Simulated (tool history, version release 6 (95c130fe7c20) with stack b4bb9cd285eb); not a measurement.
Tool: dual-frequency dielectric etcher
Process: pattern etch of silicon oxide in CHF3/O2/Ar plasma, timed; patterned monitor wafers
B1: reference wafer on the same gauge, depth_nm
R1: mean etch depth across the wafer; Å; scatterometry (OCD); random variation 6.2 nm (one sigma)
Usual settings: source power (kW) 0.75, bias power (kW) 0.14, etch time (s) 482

run 1 hour=0 | source_power_(kW)=0.75 bias_power_(kW)=0.14 etch_time_(s)=482 | B1=1128.5 | R1=9749
run 2 hour=29.5 | source_power_(kW)=0.75 bias_power_(kW)=0.14 etch_time_(s)=482 | B1=1127.2 | R1=9645
run 3 hour=63 | source_power_(kW)=0.75 bias_power_(kW)=0.14 etch_time_(s)=482 | B1=1125.9 | R1=9729
run 4 hour=79 | source_power_(kW)=0.75 bias_power_(kW)=0.14 etch_time_(s)=482 | B1=1128.6 | R1=9641
run 5 hour=102.4 | source_power_(kW)=0.75 bias_power_(kW)=0.14 etch_time_(s)=482 | B1=1128.3 | R1=9620
run 6 hour=132.7 | source_power_(kW)=0.75 bias_power_(kW)=0.14 etch_time_(s)=482 | B1=1128.1 | R1=9578
run 7 hour=158.5 | source_power_(kW)=0.75 bias_power_(kW)=0.14 etch_time_(s)=482 | B1=1129 | R1=9534
run 8 hour=186.1 | source_power_(kW)=0.75 bias_power_(kW)=0.14 etch_time_(s)=482 | B1=1126.6 | R1=9461
-- hour=202.4 bias power generator calibrated
run 9 hour=210.1 | source_power_(kW)=0.75 bias_power_(kW)=0.16 etch_time_(s)=422 | B1=1128.1 | R1=8709
-- hour=269 upper electrode replaced, of another model than before
run 10 hour=269.5 | source_power_(kW)=0.8 bias_power_(kW)=0.169 etch_time_(s)=482 | B1=1125.2 | R1=10197
run 11 hour=286.3 | source_power_(kW)=0.75 bias_power_(kW)=0.14 etch_time_(s)=482 | B1=1128.9 | R1=9568
-- hour=300.9 source power generator calibrated
-- hour=312.3 wet clean of the chamber
run 12 hour=318.6 | source_power_(kW)=0.75 bias_power_(kW)=0.14 etch_time_(s)=482 | B1=1128.5 | R1=9771
run 13 hour=343.1 | source_power_(kW)=0.75 bias_power_(kW)=0.14 etch_time_(s)=593.5 | B1=1128 | R1=11825
-- hour=357.8 gauge calibrated
run 14 hour=367.5 | source_power_(kW)=0.75 bias_power_(kW)=0.14 etch_time_(s)=590 | B1=1128.7 | R1=11927
run 15 hour=388.4 | source_power_(kW)=0.69 bias_power_(kW)=0.113 etch_time_(s)=623 | B1=1127.7 | R1=11540
run 16 hour=423.1 | source_power_(kW)=0.58 bias_power_(kW)=0.14 etch_time_(s)=351 | B1=1126.5 | R1=6465
run 17 hour=454.2 | source_power_(kW)=0.62 bias_power_(kW)=0.158 etch_time_(s)=482 | B1=1126.9 | R1=9283
run 18 hour=486.3 | source_power_(kW)=0.68 bias_power_(kW)=0.117 etch_time_(s)=413.5 | B1=1129.6 | R1=7652
run 19 hour=516.8 | source_power_(kW)=0.75 bias_power_(kW)=0.14 etch_time_(s)=482 | B1=1128.1 | R1=9465

5 ways to go on from here, each from the tool as it stands after run 19. What would each give?
run A hour=517.4 | source_power_(kW)=0.75 bias_power_(kW)=0.121 etch_time_(s)=482 | B1=? | R1=?
run B hour=517.4 | source_power_(kW)=0.75 bias_power_(kW)=0.14 etch_time_(s)=424.5 | B1=? | R1=?
run C hour=517.4 | source_power_(kW)=0.75 bias_power_(kW)=0.127 etch_time_(s)=482 | B1=? | R1=?
run D hour=517.4 | source_power_(kW)=0.6 bias_power_(kW)=0.14 etch_time_(s)=482 | B1=? | R1=?
run E hour=517.4 | source_power_(kW)=0.68 bias_power_(kW)=0.107 etch_time_(s)=522 | B1=? | R1=?

run=A B1=1125.4 R1=9303
run=B B1=1125.4 R1=8465
run=C B1=1125.4 R1=9402
run=D B1=1125.4 R1=8947
run=E B1=1125.4 R1=9507
Without the tool's hidden state the same runs would have given:
run=A R1=9469
run=B R1=8616
run=C R1=9570
run=D R1=9107
run=E R1=9677
